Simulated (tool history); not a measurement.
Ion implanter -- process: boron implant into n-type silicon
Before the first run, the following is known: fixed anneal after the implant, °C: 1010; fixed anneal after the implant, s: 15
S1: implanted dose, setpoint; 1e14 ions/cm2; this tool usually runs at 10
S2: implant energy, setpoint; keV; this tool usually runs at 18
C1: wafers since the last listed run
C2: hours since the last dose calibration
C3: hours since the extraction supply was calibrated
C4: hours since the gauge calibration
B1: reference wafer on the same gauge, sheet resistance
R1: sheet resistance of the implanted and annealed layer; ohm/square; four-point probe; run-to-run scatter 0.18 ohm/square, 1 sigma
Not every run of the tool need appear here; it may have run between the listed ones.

{"run": 1, "day": 0.0, "S1": 8.48, "S2": 18, "C1": 0, "C2": 412.2, "C3": 5641, "C4": 119.1, "B1": 101, "R1": 132.64}
{"run": 2, "day": 0.692, "S1": 10, "S2": 21.5, "C1": 157, "C2": 428.8, "C3": 5657.6, "C4": 135.7, "B1": 100.99, "R1": 113.76}
{"run": 3, "day": 1.271, "S1": 11.6, "S2": 18, "C1": 132, "C2": 442.7, "C3": 5671.5, "C4": 149.6, "B1": 101.04, "R1": 103.22}
{"run": 4, "day": 1.858, "S1": 7.7, "S2": 18, "C1": 133, "C2": 456.8, "C3": 5685.6, "C4": 163.7, "B1": 101.01, "R1": 143.85}
{"run": 5, "day": 2.338, "S1": 7.7, "S2": 18, "C1": 109, "C2": 468.3, "C3": 5697.1, "C4": 175.2, "B1": 101.01, "R1": 143.16}
{"run": 6, "day": 2.854, "S1": 7.7, "S2": 18, "C1": 117, "C2": 480.7, "C3": 5709.5, "C4": 187.6, "B1": 100.99, "R1": 143.1}
{"run": 7, "day": 3.217, "S1": 10, "S2": 18, "C1": 82, "C2": 489.4, "C3": 5718.2, "C4": 196.3, "B1": 100.98, "R1": 115.02}
{"run": 8, "day": 3.65, "S1": 10, "S2": 18, "C1": 98, "C2": 499.8, "C3": 5728.6, "C4": 206.7, "B1": 101.04, "R1": 115.14}
{"day": 4.012, "done": "Faraday cup replaced and dose calibrated"}
{"run": 9, "day": 4.117, "S1": 10, "S2": 18, "C1": 30, "C2": 2.5, "C3": 5739.8, "C4": 217.9, "B1": 100.99, "R1": 117.84}
{"day": 4.396, "done": "gauge calibrated"}
{"run": 10, "day": 5.446, "S1": 11.24, "S2": 12.5, "C1": 303, "C2": 34.4, "C3": 5771.7, "C4": 25.2, "B1": 101.02, "R1": 114.81}
{"run": 11, "day": 7.375, "S1": 8.83, "S2": 13.5, "C1": 439, "C2": 80.7, "C3": 5818, "C4": 71.5, "B1": 101, "R1": 135}
{"run": 12, "day": 7.946, "S1": 10, "S2": 18, "C1": 130, "C2": 94.4, "C3": 5831.7, "C4": 85.2, "B1": 100.99, "R1": 117.7}
{"day": 8.808, "done": "extraction supply calibrated"}
{"run": 13, "day": 8.829, "S1": 12.44, "S2": 13.5, "C1": 125, "C2": 115.6, "C3": 0.5, "C4": 106.4, "B1": 101.01, "R1": 105.69}
{"run": 14, "day": 9.058, "S1": 7.03, "S2": 18, "C1": 52, "C2": 121.1, "C3": 6, "C4": 111.9, "B1": 101, "R1": 158.26}
{"run": 15, "day": 9.388, "S1": 7.76, "S2": 15.5, "C1": 75, "C2": 129, "C3": 13.9, "C4": 119.8, "B1": 100.97, "R1": 147.41}
{"run": 16, "day": 9.904, "S1": 12.77, "S2": 23, "C1": 117, "C2": 141.4, "C3": 26.3, "C4": 132.2, "B1": 101, "R1": 94.63}
{"run": 17, "day": 10.596, "S1": 8.72, "S2": 21, "C1": 157, "C2": 158, "C3": 42.9, "C4": 148.8, "B1": 100.98, "R1": 129.76}
{"run": 18, "day": 11.742, "S1": 10, "S2": 21.5, "C1": 261, "C2": 185.5, "C3": 70.4, "C4": 176.3, "B1": 101, "R1": 115.43}
{"run": 19, "day": 12.121, "S1": 7.29, "S2": 15.5, "C1": 86, "C2": 194.6, "C3": 79.5, "C4": 185.4, "B1": 101.05, "R1": 154.8}

What if the next run were any one of these 3? Each begins from the tool's condition after run 19:
{"run": "A", "day": 12.138, "S1": 12.17, "S2": 18, "C1": 3, "C2": 195, "C3": 79.9, "C4": 185.8, "B1": "?", "R1": "?"}
{"run": "B", "day": 12.138, "S1": 9.12, "S2": 24, "C1": 3, "C2": 195, "C3": 79.9, "C4": 185.8, "B1": "?", "R1": "?"}
{"run": "C", "day": 12.138, "S1": 9, "S2": 22.5, "C1": 3, "C2": 195, "C3": 79.9, "C4": 185.8, "B1": "?", "R1": "?"}

run=A B1=100.98 R1=100.99
run=B B1=100.98 R1=123.19
run=C B1=100.98 R1=125.24
Without the tool's hidden state the same runs would have given:
run=A R1=101.5
run=B R1=123.92
run=C R1=125.98
